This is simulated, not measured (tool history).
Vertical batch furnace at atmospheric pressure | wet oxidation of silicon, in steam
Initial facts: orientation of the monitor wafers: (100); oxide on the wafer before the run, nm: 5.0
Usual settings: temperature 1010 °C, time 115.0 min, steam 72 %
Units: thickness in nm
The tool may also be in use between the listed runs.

| run | hour | temperature | time | steam | read-back reference wafer on the same gauge, thickness | thickness |
|---|---|---|---|---|---|---|
| 1 | 0.0 | 1010 | 115.0 | 72 | 650.18 | 543.57 |
| 2 | 68.2 | 1010 | 115.0 | 72 | 649.88 | 544.40 |
| 3 | 128.2 | 1010 | 115.0 | 72 | 650.26 | 544.86 |
| 4 | 167.7 | 1010 | 115.0 | 72 | 650.70 | 544.03 |
| 5 | 236.5 | 1010 | 115.0 | 72 | 650.00 | 542.30 |
| 6 | 276.9 | 1010 | 115.0 | 72 | 650.50 | 544.18 |
| 7 | 305.8 | 1010 | 115.0 | 72 | 649.72 | 545.77 |
| 8 | 372.3 | 1010 | 115.0 | 72 | 649.42 | 545.60 |
| 9 | 439.0 | 1010 | 115.0 | 72 | 649.52 | 545.50 |
|  | 475.2 | thermocouples replaced and temperature profile calibrated |
| 10 | 475.7 | 1010 | 115.0 | 69 | 649.78 | 531.14 |
| 11 | 534.9 | 1010 | 115.0 | 69 | 650.05 | 528.61 |
| 12 | 606.6 | 996 | 147.5 | 72 | 650.15 | 585.46 |
| 13 | 667.4 | 996 | 147.5 | 72 | 649.86 | 584.18 |
| 14 | 730.0 | 996 | 147.5 | 72 | 650.67 | 584.71 |
| 15 | 787.9 | 1010 | 115.0 | 67 | 649.94 | 519.77 |
| 16 | 815.3 | 1010 | 115.0 | 69 | 649.63 | 527.83 |
| 17 | 840.2 | 1029 | 73.5 | 82 | 649.85 | 497.79 |
| 18 | 891.1 | 1010 | 115.0 | 77 | 649.49 | 568.67 |
|  | 966.0 | gauge calibrated |
| 19 | 969.3 | 1010 | 115.0 | 72 | 650.53 | 544.32 |
| 20 | 1036.0 | 1010 | 115.0 | 72 | 650.26 | 543.07 |
| 21 | 1063.1 | 1010 | 65.5 | 80 | 649.89 | 403.80 |
| 22 | 1130.0 | 1010 | 115.0 | 72 | 649.61 | 543.24 |
|  | 1165.6 | steam generator serviced |
| 23 | 1166.1 | 1010 | 85.0 | 72 | 650.04 | 446.97 |
| 24 | 1229.9 | 1022 | 96.5 | 80 | 649.87 | 557.83 |
| 25 | 1259.2 | 1010 | 115.0 | 72 | 650.37 | 544.30 |
| 26 | 1284.7 | 1010 | 130.0 | 81 | 650.66 | 635.85 |
| 27 | 1319.2 | 1027 | 132.0 | 72 | 649.91 | 653.86 |
| 28 | 1353.7 | 1010 | 115.0 | 72 | 649.77 | 544.13 |
| 29 | 1415.1 | 1002 | 132.5 | 69 | 649.87 | 552.23 |
| 30 | 1467.3 | 1010 | 115.0 | 81 | 650.27 | 585.11 |
| 31 | 1518.0 | 991 | 158.0 | 77 | 649.12 | 618.07 |

What if the next run were any one of these 4? Each begins from the tool's condition after run 31:
| A | 1523.7 | 990 | 115.0 | 72 | ? | ? |
| B | 1523.7 | 1010 | 167.0 | 79 | ? | ? |
| C | 1523.7 | 1028 | 115.0 | 66 | ? | ? |
| D | 1523.7 | 1010 | 66.5 | 72 | ? | ? |

| run | read-back reference wafer on the same gauge, thickness | thickness |
|---|---|---|
| A | 649.89 | 476.93 |
| B | 649.89 | 726.57 |
| C | 649.89 | 571.17 |
| D | 649.89 | 379.50 |
With no hidden state in the tool, these same runs would have given:
| run | thickness |
|---|---|
| A | 476.93 |
| B | 726.57 |
| C | 571.17 |
| D | 379.50 |
